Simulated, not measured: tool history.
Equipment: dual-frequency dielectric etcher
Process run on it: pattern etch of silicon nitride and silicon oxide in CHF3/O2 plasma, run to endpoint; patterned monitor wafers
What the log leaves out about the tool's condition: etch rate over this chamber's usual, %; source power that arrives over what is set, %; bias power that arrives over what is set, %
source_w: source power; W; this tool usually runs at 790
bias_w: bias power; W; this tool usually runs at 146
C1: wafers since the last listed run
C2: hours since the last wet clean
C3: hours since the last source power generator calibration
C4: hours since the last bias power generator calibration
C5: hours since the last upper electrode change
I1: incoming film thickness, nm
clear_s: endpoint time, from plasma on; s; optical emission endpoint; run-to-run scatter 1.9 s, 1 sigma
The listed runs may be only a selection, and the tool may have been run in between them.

{"run": 1, "hour": 0.0, "source_w": 790, "bias_w": 170, "C1": 0, "C2": 214.8, "C3": 648.6, "C4": 3434.9, "C5": 1913, "I1": 321.7, "clear_s": 218.1}
{"run": 2, "hour": 91.0, "source_w": 880, "bias_w": 146, "C1": 473, "C2": 305.8, "C3": 739.6, "C4": 3525.9, "C5": 2004, "I1": 320.8, "clear_s": 225.6}
{"run": 3, "hour": 189.7, "source_w": 880, "bias_w": 146, "C1": 513, "C2": 404.5, "C3": 838.3, "C4": 3624.6, "C5": 2102.7, "I1": 322.1, "clear_s": 220.7}
{"hour": 266.7, "done": "wet clean of the chamber"}
{"run": 4, "hour": 286.7, "source_w": 790, "bias_w": 156, "C1": 379, "C2": 20, "C3": 935.3, "C4": 3721.6, "C5": 2199.7, "I1": 319.8, "clear_s": 228.6}
{"run": 5, "hour": 330.0, "source_w": 790, "bias_w": 156, "C1": 225, "C2": 63.3, "C3": 978.6, "C4": 3764.9, "C5": 2243, "I1": 319.5, "clear_s": 226.1}
{"run": 6, "hour": 401.4, "source_w": 790, "bias_w": 146, "C1": 371, "C2": 134.7, "C3": 1050, "C4": 3836.3, "C5": 2314.4, "I1": 323.3, "clear_s": 230.9}
{"run": 7, "hour": 486.1, "source_w": 790, "bias_w": 146, "C1": 440, "C2": 219.4, "C3": 1134.7, "C4": 3921, "C5": 2399.1, "I1": 323, "clear_s": 231.5}
{"run": 8, "hour": 580.5, "source_w": 790, "bias_w": 146, "C1": 491, "C2": 313.8, "C3": 1229.1, "C4": 4015.4, "C5": 2493.5, "I1": 321.3, "clear_s": 225.9}
{"hour": 695.9, "done": "bias power generator calibrated"}
{"hour": 742.5, "done": "wet clean of the chamber"}
{"hour": 776.2, "done": "upper electrode replaced"}
{"run": 9, "hour": 836.2, "source_w": 790, "bias_w": 146, "C1": 1059, "C2": 93.7, "C3": 1484.8, "C4": 140.3, "C5": 60, "I1": 322, "clear_s": 231.2}
{"run": 10, "hour": 920.2, "source_w": 790, "bias_w": 146, "C1": 436, "C2": 177.7, "C3": 1568.8, "C4": 224.3, "C5": 144, "I1": 325.6, "clear_s": 236.2}
{"run": 11, "hour": 1014.7, "source_w": 970, "bias_w": 127, "C1": 491, "C2": 272.2, "C3": 1663.3, "C4": 318.8, "C5": 238.5, "I1": 318, "clear_s": 232.7}
{"run": 12, "hour": 1074.9, "source_w": 680, "bias_w": 146, "C1": 313, "C2": 332.4, "C3": 1723.5, "C4": 379, "C5": 298.7, "I1": 321.2, "clear_s": 237.2}
{"run": 13, "hour": 1166.1, "source_w": 690, "bias_w": 176, "C1": 474, "C2": 423.6, "C3": 1814.7, "C4": 470.2, "C5": 389.9, "I1": 320.1, "clear_s": 215.2}
{"hour": 1196.1, "done": "source power generator calibrated"}
{"run": 14, "hour": 1208.3, "source_w": 630, "bias_w": 146, "C1": 198, "C2": 465.8, "C3": 12.2, "C4": 512.4, "C5": 432.1, "I1": 322, "clear_s": 235.4}
{"hour": 1272.3, "done": "wet clean of the chamber"}
{"run": 15, "hour": 1272.8, "source_w": 790, "bias_w": 146, "C1": 210, "C2": 0.5, "C3": 76.7, "C4": 576.9, "C5": 496.6, "I1": 323.9, "clear_s": 241.6}
{"run": 16, "hour": 1348.1, "source_w": 950, "bias_w": 126, "C1": 391, "C2": 75.8, "C3": 152, "C4": 652.2, "C5": 571.9, "I1": 322.2, "clear_s": 239.4}
{"run": 17, "hour": 1402.5, "source_w": 710, "bias_w": 119, "C1": 282, "C2": 130.2, "C3": 206.4, "C4": 706.6, "C5": 626.3, "I1": 320.2, "clear_s": 258.9}
{"run": 18, "hour": 1450.8, "source_w": 660, "bias_w": 173, "C1": 251, "C2": 178.5, "C3": 254.7, "C4": 754.9, "C5": 674.6, "I1": 318.2, "clear_s": 225.8}
{"run": 19, "hour": 1554.6, "source_w": 940, "bias_w": 123, "C1": 539, "C2": 282.3, "C3": 358.5, "C4": 858.7, "C5": 778.4, "I1": 323.5, "clear_s": 236.4}
{"run": 20, "hour": 1618.5, "source_w": 790, "bias_w": 146, "C1": 332, "C2": 346.2, "C3": 422.4, "C4": 922.6, "C5": 842.3, "I1": 323.7, "clear_s": 227.8}
{"run": 21, "hour": 1705.8, "source_w": 970, "bias_w": 161, "C1": 454, "C2": 433.5, "C3": 509.7, "C4": 1009.9, "C5": 929.6, "I1": 318.3, "clear_s": 207.4}

Run by run, hidden condition taken away, random variation retained:
run=1 clear_s=223.4
run=2 clear_s=233.4
run=3 clear_s=230.8
run=4 clear_s=230.5
run=5 clear_s=229.1
run=6 clear_s=235.8
run=7 clear_s=238.7
run=8 clear_s=235.3
run=9 clear_s=233.3
run=10 clear_s=240.5
run=11 clear_s=239.5
run=12 clear_s=245.7
run=13 clear_s=225.2
run=14 clear_s=247.4
run=15 clear_s=240.9
run=16 clear_s=240.8
run=17 clear_s=262
run=18 clear_s=229.7
run=19 clear_s=243.2
run=20 clear_s=236
run=21 clear_s=217
